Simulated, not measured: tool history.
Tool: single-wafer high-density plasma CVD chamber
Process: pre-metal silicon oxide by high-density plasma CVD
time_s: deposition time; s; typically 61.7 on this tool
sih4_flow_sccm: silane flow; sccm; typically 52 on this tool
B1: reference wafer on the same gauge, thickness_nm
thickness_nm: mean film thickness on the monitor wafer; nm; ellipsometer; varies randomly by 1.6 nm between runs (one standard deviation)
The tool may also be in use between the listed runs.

{"run": 1, "hour": 0.0, "time_s": 61.7, "sih4_flow_sccm": 52, "B1": 311.229, "thickness_nm": 328.235}
{"run": 2, "hour": 89.4, "time_s": 61.7, "sih4_flow_sccm": 52, "B1": 310.833, "thickness_nm": 327.691}
{"run": 3, "hour": 156.9, "time_s": 61.7, "sih4_flow_sccm": 52, "B1": 311.264, "thickness_nm": 329.573}
{"run": 4, "hour": 461.3, "time_s": 61.7, "sih4_flow_sccm": 52, "B1": 311.444, "thickness_nm": 329.897}
{"run": 5, "hour": 526.8, "time_s": 53.2, "sih4_flow_sccm": 55, "B1": 311.411, "thickness_nm": 297.281}
{"hour": 606.9, "done": "gauge calibrated"}
{"run": 6, "hour": 630.8, "time_s": 61.7, "sih4_flow_sccm": 52, "B1": 310.616, "thickness_nm": 329.764}
{"hour": 669.7, "done": "silane flow controller replaced"}
{"run": 7, "hour": 670.2, "time_s": 61.7, "sih4_flow_sccm": 52, "B1": 310.187, "thickness_nm": 345.77}
{"run": 8, "hour": 713.2, "time_s": 61.7, "sih4_flow_sccm": 52, "B1": 311.49, "thickness_nm": 344.721}
{"run": 9, "hour": 781.3, "time_s": 61.7, "sih4_flow_sccm": 44, "B1": 310.943, "thickness_nm": 294.161}
{"run": 10, "hour": 829.6, "time_s": 67.8, "sih4_flow_sccm": 58, "B1": 310.233, "thickness_nm": 411.424}
{"run": 11, "hour": 927.6, "time_s": 61.7, "sih4_flow_sccm": 52, "B1": 310.879, "thickness_nm": 337.361}
{"run": 12, "hour": 987.5, "time_s": 65.9, "sih4_flow_sccm": 56, "B1": 311.238, "thickness_nm": 380.232}
{"run": 13, "hour": 1050.6, "time_s": 58.3, "sih4_flow_sccm": 47, "B1": 310.916, "thickness_nm": 286.291}
{"run": 14, "hour": 1123.8, "time_s": 57.6, "sih4_flow_sccm": 56, "B1": 311.141, "thickness_nm": 331.449}
{"run": 15, "hour": 1166.5, "time_s": 61.7, "sih4_flow_sccm": 52, "B1": 310.696, "thickness_nm": 332.323}
{"run": 16, "hour": 1213.9, "time_s": 61.7, "sih4_flow_sccm": 62, "B1": 311.289, "thickness_nm": 388.112}
{"run": 17, "hour": 1283.2, "time_s": 61.7, "sih4_flow_sccm": 48, "B1": 310.47, "thickness_nm": 309.616}

Alternative continuations, all from the tool just after run 17; predict every row:
{"run": "A", "hour": 1283.6, "time_s": 61.7, "sih4_flow_sccm": 52, "B1": "?", "thickness_nm": "?"}
{"run": "B", "hour": 1283.6, "time_s": 67.5, "sih4_flow_sccm": 60, "B1": "?", "thickness_nm": "?"}
{"run": "C", "hour": 1283.6, "time_s": 56.3, "sih4_flow_sccm": 42, "B1": "?", "thickness_nm": "?"}
{"run": "D", "hour": 1283.6, "time_s": 61.7, "sih4_flow_sccm": 49, "B1": "?", "thickness_nm": "?"}

run=A B1=310.368 thickness_nm=331.57
run=B B1=310.368 thickness_nm=412.992
run=C B1=310.368 thickness_nm=250.156
run=D B1=310.368 thickness_nm=314.344
With the hidden condition removed and each run's random variation left untouched, the same runs would have given:
run=A thickness_nm=345.928
run=B thickness_nm=430.877
run=C thickness_nm=260.989
run=D thickness_nm=327.956
